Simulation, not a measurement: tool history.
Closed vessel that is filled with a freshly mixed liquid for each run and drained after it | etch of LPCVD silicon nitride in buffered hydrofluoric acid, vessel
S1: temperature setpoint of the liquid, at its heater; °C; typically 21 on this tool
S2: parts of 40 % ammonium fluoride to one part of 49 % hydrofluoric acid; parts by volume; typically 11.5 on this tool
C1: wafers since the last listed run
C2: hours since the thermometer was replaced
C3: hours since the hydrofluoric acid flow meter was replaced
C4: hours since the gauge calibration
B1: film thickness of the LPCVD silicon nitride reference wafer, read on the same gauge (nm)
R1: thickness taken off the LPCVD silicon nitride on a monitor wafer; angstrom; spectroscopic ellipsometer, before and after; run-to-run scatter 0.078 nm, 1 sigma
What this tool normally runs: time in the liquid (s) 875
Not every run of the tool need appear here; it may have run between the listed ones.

Run 1, hour 0: usual settings but S1 17.5 °C; C1 0; C2 57.4; C3 147.8; C4 726.1; B1 68.66. Result: R1 80.5 angstrom.
Run 2, hour 141.6: usual settings but S2 10 parts by volume; C1 9660; C2 199; C3 289.4; C4 867.7; B1 68.27. Result: R1 113.5 angstrom.
Run 3, hour 179.3: usual settings but S1 24 °C; C1 2572; C2 236.7; C3 327.1; C4 905.4; B1 68.13. Result: R1 114.9 angstrom.
Run 4, hour 379.1: usual settings but S1 24 °C; C1 13631; C2 436.5; C3 526.9; C4 1105.2; B1 67.49. Result: R1 114.1 angstrom.
Run 5, hour 436.4: usual settings but S1 24 °C; C1 3909; C2 493.8; C3 584.2; C4 1162.5; B1 67.25. Result: R1 113 angstrom.
Run 6, hour 460.7: usual settings; C1 1657; C2 518.1; C3 608.5; C4 1186.8; B1 67.13. Result: R1 95.7 angstrom.
Run 7, hour 489: usual settings; C1 1930; C2 546.4; C3 636.8; C4 1215.1; B1 67.04. Result: R1 97.4 angstrom.
Run 8, hour 529: usual settings; C1 2728; C2 586.4; C3 676.8; C4 1255.1; B1 66.84. Result: R1 95.9 angstrom.
Run 9, hour 597.4: usual settings; C1 4666; C2 654.8; C3 745.2; C4 1323.5; B1 66.56. Result: R1 96.2 angstrom.
Run 10, hour 654.6: usual settings; C1 3902; C2 712; C3 802.4; C4 1380.7; B1 66.32. Result: R1 96 angstrom.
Run 11, hour 687.4: usual settings; C1 2237; C2 744.8; C3 835.2; C4 1413.5; B1 66.14. Result: R1 96.9 angstrom.
Run 12, hour 736.3: usual settings; C1 3336; C2 793.7; C3 884.1; C4 1462.4; B1 65.89. Result: R1 94 angstrom.
Run 13, hour 785.9: usual settings; C1 3383; C2 843.3; C3 933.7; C4 1512; B1 65.65. Result: R1 94.3 angstrom.
Run 14, hour 810.5: usual settings but time in the liquid (s) 620; C1 1678; C2 867.9; C3 958.3; C4 1536.6; B1 65.52. Result: R1 67 angstrom.
Run 15, hour 875.9: usual settings; C1 4461; C2 933.3; C3 1023.7; C4 1602; B1 65.16. Result: R1 94 angstrom.
Run 16, hour 930.8: usual settings but S2 10.5 parts by volume; C1 3745; C2 988.2; C3 1078.6; C4 1656.9; B1 64.88. Result: R1 101.7 angstrom.
At hour 942.6: gauge calibrated.
Run 17, hour 967.7: usual settings; C1 2517; C2 1025.1; C3 1115.5; C4 25.1; B1 70.15. Result: R1 100.4 angstrom.
Run 18, hour 1007.2: usual settings but S1 25 °C, S2 14.5 parts by volume, time in the liquid (s) 555; C1 2694; C2 1064.6; C3 1155; C4 64.6; B1 70.13. Result: R1 63 angstrom.
At hour 1008.4: thermometer replaced.
Run 19, hour 1074.9: usual settings but time in the liquid (s) 1325; C1 4550; C2 66.5; C3 1222.7; C4 132.3; B1 70.1. Result: R1 150.3 angstrom.
Run 20, hour 1127.3: usual settings but S1 17 °C, S2 15.5 parts by volume, time in the liquid (s) 1075; C1 3574; C2 118.9; C3 1275.1; C4 184.7; B1 70.08. Result: R1 72.9 angstrom.
Run 21, hour 1196.7: usual settings but S1 24.5 °C, S2 8.5 parts by volume, time in the liquid (s) 460; C1 4734; C2 188.3; C3 1344.5; C4 254.1; B1 70.02. Result: R1 83.2 angstrom.
At hour 1229.5: hydrofluoric acid flow meter replaced.
Run 22, hour 1322.7: usual settings; C1 8527; C2 314.3; C3 93.2; C4 380.1; B1 69.88. Result: R1 101.1 angstrom.
Run 23, hour 1373.7: usual settings but time in the liquid (s) 700; C1 3479; C2 365.3; C3 144.2; C4 431.1; B1 69.81. Result: R1 81.8 angstrom.

What does the tool deliver on the next run?
Run 24, hour 1417.7: usual settings; C1 3001; C2 409.3; C3 188.2; C4 475.1; B1 ?. Result: R1 ?.

Run 24 gave B1 69.74, R1 99.9 angstrom.
On a tool with no hidden condition, and with the same random variation, this run would have come out at R1 100.3 angstrom.
